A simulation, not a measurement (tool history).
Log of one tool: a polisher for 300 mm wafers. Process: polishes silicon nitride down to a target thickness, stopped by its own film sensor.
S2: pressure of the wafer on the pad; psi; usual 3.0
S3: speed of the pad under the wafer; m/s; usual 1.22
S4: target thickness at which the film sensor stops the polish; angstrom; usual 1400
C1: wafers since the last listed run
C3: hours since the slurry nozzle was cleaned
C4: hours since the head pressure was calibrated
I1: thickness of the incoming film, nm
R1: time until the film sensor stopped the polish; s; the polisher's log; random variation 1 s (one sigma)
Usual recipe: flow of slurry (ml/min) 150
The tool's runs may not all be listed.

Run 1, hour 0.0: usual settings; C1 0; wafers polished on this pad 4970; C3 389.9; C4 123.4; I1 272.2. Result: R1 71.4 s.
At hour 27.3: slurry nozzle cleaned.
Run 2, hour 67.4: usual settings; C1 807; wafers polished on this pad 5778; C3 40.1; C4 190.8; I1 275.5. Result: R1 70.7 s.
At hour 84.0: worn pad replaced by a new one.
Run 3, hour 109.7: usual settings; C1 465; wafers polished on this pad 312; C3 82.4; C4 233.1; I1 268.2. Result: R1 65.4 s.
Run 4, hour 155.3: usual settings; C1 554; wafers polished on this pad 867; C3 128.0; C4 278.7; I1 265.5. Result: R1 66.9 s.
Run 5, hour 185.6: usual settings; C1 368; wafers polished on this pad 1235; C3 158.3; C4 309.0; I1 265.5. Result: R1 65.2 s.
Run 6, hour 236.6: usual settings; C1 620; wafers polished on this pad 1856; C3 209.3; C4 360.0; I1 270.9. Result: R1 68.5 s.
Run 7, hour 262.5: usual settings; C1 315; wafers polished on this pad 2171; C3 235.2; C4 385.9; I1 272.1. Result: R1 68.1 s.
Run 8, hour 307.9: usual settings; C1 552; wafers polished on this pad 2723; C3 280.6; C4 431.3; I1 269.6. Result: R1 70.0 s.
Run 9, hour 379.7: usual settings; C1 873; wafers polished on this pad 3596; C3 352.4; C4 503.1; I1 271.7. Result: R1 69.0 s.
Run 10, hour 460.6: usual settings; C1 984; wafers polished on this pad 4580; C3 433.3; C4 584.0; I1 265.1. Result: R1 65.0 s.
Run 11, hour 520.4: usual settings; C1 727; wafers polished on this pad 5308; C3 493.1; C4 643.8; I1 273.4. Result: R1 71.7 s.
At hour 537.2: slurry nozzle cleaned.
At hour 557.6: worn pad replaced by a new one.
Run 12, hour 584.9: usual settings; C1 723; wafers polished on this pad 331; C3 47.7; C4 708.3; I1 270.7. Result: R1 69.9 s.
At hour 654.4: head pressure recalibrated.
Run 13, hour 686.9: usual settings; C1 1216; wafers polished on this pad 1548; C3 149.7; C4 32.5; I1 273.6. Result: R1 71.0 s.
Run 14, hour 758.8: usual settings but flow of slurry (ml/min) 115, S2 3.7 psi, S4 1010 angstrom; C1 874; wafers polished on this pad 2422; C3 221.6; C4 104.4; I1 273.0. Result: R1 79.9 s.
Run 15, hour 798.9: usual settings; C1 487; wafers polished on this pad 2910; C3 261.7; C4 144.5; I1 268.4. Result: R1 68.6 s.
Run 16, hour 827.5: usual settings; C1 347; wafers polished on this pad 3258; C3 290.3; C4 173.1; I1 273.0. Result: R1 70.4 s.
Run 17, hour 855.7: usual settings but flow of slurry (ml/min) 115, S2 3.7 psi, S4 1010 angstrom; C1 343; wafers polished on this pad 3601; C3 318.5; C4 201.3; I1 271.9. Result: R1 80.7 s.
Run 18, hour 910.4: usual settings but flow of slurry (ml/min) 115, S3 1.10 m/s, S4 960 angstrom; C1 665; wafers polished on this pad 4266; C3 373.2; C4 256.0; I1 266.4. Result: R1 105.2 s.
At hour 943.4: worn pad replaced by a new one.
At hour 961.0: slurry nozzle cleaned.
Run 19, hour 972.2: usual settings but flow of slurry (ml/min) 125, S2 3.8 psi, S3 1.12 m/s, S4 1030 angstrom; C1 690; wafers polished on this pad 338; C3 11.2; C4 317.8; I1 274.1. Result: R1 83.8 s.
Run 20, hour 1017.3: usual settings but flow of slurry (ml/min) 185, S2 3.8 psi, S3 0.90 m/s, S4 1060 angstrom; C1 548; wafers polished on this pad 887; C3 56.3; C4 362.9; I1 269.4. Result: R1 87.0 s.
Run 21, hour 1063.8: usual settings; C1 565; wafers polished on this pad 1452; C3 102.8; C4 409.4; I1 272.0. Result: R1 68.8 s.
Run 22, hour 1103.2: usual settings but flow of slurry (ml/min) 100, S2 2.1 psi, S3 0.98 m/s, S4 1850 angstrom; C1 479; wafers polished on this pad 1932; C3 142.2; C4 448.8; I1 273.0. Result: R1 78.0 s.
Run 23, hour 1170.1: usual settings but S2 3.7 psi, S3 1.02 m/s; C1 813; wafers polished on this pad 2746; C3 209.1; C4 515.7; I1 273.1. Result: R1 67.8 s.
Run 24, hour 1236.5: usual settings but S3 1.00 m/s; C1 807; wafers polished on this pad 3553; C3 275.5; C4 582.1; I1 270.8. Result: R1 79.1 s.
Run 25, hour 1279.2: usual settings but S3 1.36 m/s; C1 519; wafers polished on this pad 4073; C3 318.2; C4 624.8; I1 268.4. Result: R1 63.2 s.
At hour 1310.6: head pressure recalibrated.
At hour 1349.4: worn pad replaced by a new one.
Run 26, hour 1349.9: usual settings but S2 4.0 psi; C1 787; wafers polished on this pad 5; C3 388.9; C4 39.3; I1 266.0. Result: R1 53.4 s.
Run 27, hour 1399.0: usual settings but flow of slurry (ml/min) 175, S2 3.5 psi, S3 1.60 m/s; C1 597; wafers polished on this pad 603; C3 438.0; C4 88.4; I1 271.6. Result: R1 47.0 s.
Run 28, hour 1439.6: usual settings but S4 1560 angstrom; C1 493; wafers polished on this pad 1096; C3 478.6; C4 129.0; I1 267.0. Result: R1 58.8 s.
Run 29, hour 1470.4: usual settings; C1 374; wafers polished on this pad 1471; C3 509.4; C4 159.8; I1 269.2. Result: R1 66.0 s.
At hour 1476.0: slurry nozzle cleaned.
Run 30, hour 1537.6: usual settings but flow of slurry (ml/min) 165, S3 1.50 m/s, S4 1740 angstrom; C1 805; wafers polished on this pad 2276; C3 61.6; C4 227.0; I1 268.6. Result: R1 42.0 s.
Run 31, hour 1589.1: usual settings but S2 2.6 psi, S3 0.98 m/s; C1 626; wafers polished on this pad 2903; C3 113.1; C4 278.5; I1 270.7. Result: R1 92.1 s.
Run 32, hour 1614.4: usual settings; C1 307; wafers polished on this pad 3211; C3 138.4; C4 303.8; I1 271.2. Result: R1 71.5 s.
Run 33, hour 1651.8: usual settings but flow of slurry (ml/min) 130; C1 454; wafers polished on this pad 3665; C3 175.8; C4 341.2; I1 273.7. Result: R1 73.1 s.
Run 34, hour 1685.3: usual settings but flow of slurry (ml/min) 110, S3 1.50 m/s, S4 1190 angstrom; C1 407; wafers polished on this pad 4073; C3 209.3; C4 374.7; I1 272.7. Result: R1 73.5 s.
Run 35, hour 1713.4: usual settings but S2 2.1 psi, S3 1.50 m/s, S4 1150 angstrom; C1 341; wafers polished on this pad 4415; C3 237.4; C4 402.8; I1 268.3. Result: R1 90.5 s.
At hour 1726.7: worn pad replaced by a new one.
Run 36, hour 1774.9: usual settings but S3 1.34 m/s; C1 699; wafers polished on this pad 585; C3 298.9; C4 464.3; I1 268.6. Result: R1 62.6 s.
Run 37, hour 1817.7: usual settings but flow of slurry (ml/min) 200; C1 520; wafers polished on this pad 1106; C3 341.7; C4 507.1; I1 271.7. Result: R1 66.0 s.

Hidden state, per run?
removal rate lost through wear of the pad, %: 0 across all the runs
slurry flow missing at the pad, %: 0 across all the runs
deviation of the head's pressure from its setpoint, %: 0 across all the runs

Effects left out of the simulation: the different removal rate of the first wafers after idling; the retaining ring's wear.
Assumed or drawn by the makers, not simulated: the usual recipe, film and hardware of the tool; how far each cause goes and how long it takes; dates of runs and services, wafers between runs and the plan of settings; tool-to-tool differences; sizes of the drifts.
